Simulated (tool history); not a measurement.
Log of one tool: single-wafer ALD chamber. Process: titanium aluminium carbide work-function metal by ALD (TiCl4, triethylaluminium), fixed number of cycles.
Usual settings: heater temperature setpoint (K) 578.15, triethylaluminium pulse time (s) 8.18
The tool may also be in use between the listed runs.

run,day,heater temperature setpoint (K),triethylaluminium pulse time (s),"read-back reference wafer on the same gauge, thickness_nm",mean film thickness on the monitor wafer (Å)
1,0.000,578.15,10.69,2.079,19.24
2,1.333,578.15,8.18,2.077,18.42
3,2.104,578.15,8.18,2.078,18.36
4,3.588,578.15,8.18,2.081,18.33
5,4.792,578.15,8.18,2.079,18.47
# day 5.071: gauge calibrated
6,6.267,578.15,8.18,2.080,18.36
# day 6.904: showerhead replaced
# day 7.729: triethylaluminium bottle replaced
7,7.750,578.15,8.18,2.081,19.50
8,8.554,578.15,8.18,2.082,19.45
# day 9.075: thermocouple changed; heater temperature recalibrated
9,9.446,582.15,10.04,2.080,19.99
10,10.542,591.15,11.17,2.079,20.98
11,11.442,582.15,7.16,2.080,19.05
12,12.696,566.15,11.42,2.079,18.77
13,13.821,564.15,10.66,2.079,18.38
14,14.542,578.15,10.94,2.081,19.60
15,15.192,578.15,8.18,2.078,18.85
16,15.733,564.15,9.29,2.079,18.08

4 ways to go on from here, each from the tool as it stands after run 16. What would each give?
A,15.750,587.15,8.18,?,?
B,15.750,563.15,8.18,?,?
C,15.750,587.15,10.84,?,?
D,15.750,578.15,4.94,?,?

run,"read-back reference wafer on the same gauge, thickness_nm",mean film thickness on the monitor wafer (Å)
A,2.078,19.63
B,2.078,17.69
C,2.078,20.38
D,2.078,17.37
Without the tool's hidden state the same runs would have given:
run,mean film thickness on the monitor wafer (Å)
A,20.26
B,18.26
C,20.83
D,18.24
